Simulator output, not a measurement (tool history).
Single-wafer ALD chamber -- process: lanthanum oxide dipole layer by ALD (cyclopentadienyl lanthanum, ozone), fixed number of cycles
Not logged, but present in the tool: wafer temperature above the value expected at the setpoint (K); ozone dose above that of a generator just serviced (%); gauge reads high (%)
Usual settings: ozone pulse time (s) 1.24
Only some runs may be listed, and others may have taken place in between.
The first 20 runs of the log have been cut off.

run    hour  ozone pulse time (s)  wafers since the last listed run  hours since the last thermocouple change  hours since the last ozone generator service  hours since the showerhead was replaced  hours since the gauge calibration  read-back reference wafer on the same gauge, thickness_nm  mean film thickness on the monitor wafer (angstrom)
 21    1176                  1.24                               322                                    2591.1                                          26.8                                   7895.2                             1707.9                                                      0.514                                                 5.88
     1176.7  -- gauge calibrated
     1233.1  -- showerhead replaced
 22    1243                  1.67                               722                                    2658.1                                          93.8                                      9.9                               66.3                                                      0.514                                                 6.24
 23  1287.1                   1.1                               540                                    2702.2                                         137.9                                       54                              110.4                                                      0.514                                                 5.63
     1327.5  -- thermocouple changed; heater temperature recalibrated
 24  1348.1                  0.84                               649                                      20.6                                         198.9                                      115                              171.4                                                      0.514                                                 4.81
 25    1373                  0.91                               305                                      45.5                                         223.8                                    139.9                              196.3                                                      0.514                                                 5.06
 26    1475                  1.42                              1249                                     147.5                                         325.8                                    241.9                              298.3                                                      0.514                                                 6.09
 27  1536.7                  0.96                               755                                     209.2                                         387.5                                    303.6                                360                                                      0.514                                                 5.25
 28  1587.1                  1.24                               617                                     259.6                                         437.9                                      354                              410.4                                                      0.514                                                 5.87
 29  1620.1                  1.63                               404                                     292.6                                         470.9                                      387                              443.4                                                      0.514                                                 6.23
 30  1689.1                  1.48                               845                                     361.6                                         539.9                                      456                              512.4                                                      0.513                                                  6.1

What if the next run were any one of these 3? Each begins from the tool's condition after run 30:
  A  1689.5                  0.82                                 4                                       362                                         540.3                                    456.4                              512.8                                                          ?                                                    ?
  B  1689.5                  1.49                                 4                                       362                                         540.3                                    456.4                              512.8                                                          ?                                                    ?
  C  1689.5                  1.56                                 4                                       362                                         540.3                                    456.4                              512.8                                                          ?                                                    ?

run  read-back reference wafer on the same gauge, thickness_nm  mean film thickness on the monitor wafer (angstrom)
  A                                                      0.514                                                 4.71
  B                                                      0.514                                                 6.15
  C                                                      0.514                                                  6.2
Take away the tool's hidden state, keep each run's random variation, and the runs would have read:
run  mean film thickness on the monitor wafer (angstrom)
  A                                                 4.71
  B                                                 6.15
  C                                                  6.2
